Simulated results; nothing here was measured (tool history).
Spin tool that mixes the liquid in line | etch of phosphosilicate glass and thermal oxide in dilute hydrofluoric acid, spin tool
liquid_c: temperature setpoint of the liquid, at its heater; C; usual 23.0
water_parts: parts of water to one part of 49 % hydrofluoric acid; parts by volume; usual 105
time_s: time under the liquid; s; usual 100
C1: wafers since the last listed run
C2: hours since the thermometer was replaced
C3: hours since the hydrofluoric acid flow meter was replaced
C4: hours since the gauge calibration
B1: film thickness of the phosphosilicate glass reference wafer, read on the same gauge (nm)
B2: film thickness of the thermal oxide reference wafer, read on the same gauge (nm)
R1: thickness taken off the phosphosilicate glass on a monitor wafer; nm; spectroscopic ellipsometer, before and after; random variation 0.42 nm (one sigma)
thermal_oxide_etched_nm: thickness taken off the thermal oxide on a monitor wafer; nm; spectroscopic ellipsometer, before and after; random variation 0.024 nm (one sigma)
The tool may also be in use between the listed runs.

Run 1, day 0.000: usual settings; C1 0; C2 887.0; C3 184.2; C4 673.0; B1 144.78; B2 144.774. Result: R1 53.38 nm, thermal_oxide_etched_nm 4.446 nm.
Run 2, day 1.546: usual settings; C1 243; C2 924.1; C3 221.3; C4 710.1; B1 144.75; B2 144.719. Result: R1 53.29 nm, thermal_oxide_etched_nm 4.377 nm.
Run 3, day 3.342: usual settings; C1 282; C2 967.2; C3 264.4; C4 753.2; B1 144.66; B2 144.662. Result: R1 52.49 nm, thermal_oxide_etched_nm 4.427 nm.
Run 4, day 4.412: usual settings; C1 168; C2 992.9; C3 290.1; C4 778.9; B1 144.61; B2 144.627. Result: R1 52.66 nm, thermal_oxide_etched_nm 4.372 nm.
Run 5, day 6.062: usual settings; C1 259; C2 1032.5; C3 329.7; C4 818.5; B1 144.59; B2 144.553. Result: R1 52.71 nm, thermal_oxide_etched_nm 4.422 nm.
Run 6, day 7.821: usual settings; C1 276; C2 1074.7; C3 371.9; C4 860.7; B1 144.53; B2 144.516. Result: R1 52.58 nm, thermal_oxide_etched_nm 4.380 nm.
Run 7, day 10.571: usual settings; C1 432; C2 1140.7; C3 437.9; C4 926.7; B1 144.44; B2 144.466. Result: R1 52.56 nm, thermal_oxide_etched_nm 4.397 nm.
Run 8, day 12.833: usual settings; C1 356; C2 1195.0; C3 492.2; C4 981.0; B1 144.42; B2 144.417. Result: R1 52.73 nm, thermal_oxide_etched_nm 4.408 nm.
At day 14.179: gauge calibrated.
Run 9, day 14.542: usual settings but time_s 145 s; C1 268; C2 1236.0; C3 533.2; C4 8.7; B1 150.32; B2 150.335. Result: R1 80.78 nm, thermal_oxide_etched_nm 6.574 nm.
Run 10, day 17.062: usual settings but liquid_c 19.5 C, water_parts 145 parts by volume, time_s 45 s; C1 396; C2 1296.5; C3 593.7; C4 69.2; B1 149.30; B2 149.299. Result: R1 14.86 nm, thermal_oxide_etched_nm 1.228 nm.
Run 11, day 20.054: usual settings but liquid_c 26.0 C, water_parts 120 parts by volume, time_s 55 s; C1 471; C2 1368.3; C3 665.5; C4 141.0; B1 148.36; B2 148.371. Result: R1 28.68 nm, thermal_oxide_etched_nm 2.401 nm.
Run 12, day 21.783: usual settings; C1 272; C2 1409.8; C3 707.0; C4 182.5; B1 147.90; B2 147.914. Result: R1 54.68 nm, thermal_oxide_etched_nm 4.481 nm.
At day 24.054: hydrofluoric acid flow meter replaced.
Run 13, day 24.192: usual settings but liquid_c 19.0 C; C1 372; C2 1467.6; C3 3.3; C4 240.3; B1 147.36; B2 147.353. Result: R1 46.27 nm, thermal_oxide_etched_nm 3.824 nm.
Run 14, day 25.754: usual settings but liquid_c 21.5 C, water_parts 75 parts by volume, time_s 130 s; C1 246; C2 1505.1; C3 40.8; C4 277.8; B1 147.09; B2 147.070. Result: R1 95.69 nm, thermal_oxide_etched_nm 7.926 nm.
At day 26.550: thermometer replaced.
Run 15, day 27.671: usual settings but liquid_c 25.5 C, water_parts 70 parts by volume, time_s 135 s; C1 295; C2 26.9; C3 86.8; C4 323.8; B1 146.74; B2 146.760. Result: R1 124.71 nm, thermal_oxide_etched_nm 10.482 nm.
Run 16, day 29.521: usual settings but liquid_c 26.0 C, water_parts 135 parts by volume, time_s 155 s; C1 291; C2 71.3; C3 131.2; C4 368.2; B1 146.51; B2 146.506. Result: R1 70.10 nm, thermal_oxide_etched_nm 5.767 nm.
Run 17, day 31.767: usual settings but liquid_c 19.5 C, water_parts 145 parts by volume, time_s 45 s; C1 353; C2 125.2; C3 185.1; C4 422.1; B1 146.28; B2 146.240. Result: R1 14.51 nm, thermal_oxide_etched_nm 1.190 nm.
Run 18, day 33.204: usual settings but liquid_c 20.5 C, water_parts 145 parts by volume; C1 226; C2 159.7; C3 219.6; C4 456.6; B1 146.12; B2 146.072. Result: R1 33.34 nm, thermal_oxide_etched_nm 2.795 nm.
Run 19, day 34.800: usual settings; C1 251; C2 198.0; C3 257.9; C4 494.9; B1 145.94; B2 145.944. Result: R1 53.34 nm, thermal_oxide_etched_nm 4.441 nm.

Hidden state at the last listed run before each entry between runs and at the first one after, where it differs:
Between runs 8 and 9: gauge calibrated (day 14.179)
  gauge reads high (%): -3.72 -> 0.211
  measured less the result without the state, R1: -2.04 -> +0.17 nm; thermal_oxide_etched_nm: -0.171 -> +0.013 nm
Between runs 12 and 13: hydrofluoric acid flow meter replaced (day 24.054)
  gauge reads high (%): -1.4 -> -1.75
  measured less the result without the state, R1: -0.78 -> -0.83 nm; thermal_oxide_etched_nm: -0.063 -> -0.068 nm
Between runs 14 and 15: thermometer replaced (day 26.550)
  gauge reads high (%): -1.95 -> -2.16
  measured less the result without the state, R1: -1.90 -> -2.75 nm; thermal_oxide_etched_nm: -0.158 -> -0.232 nm
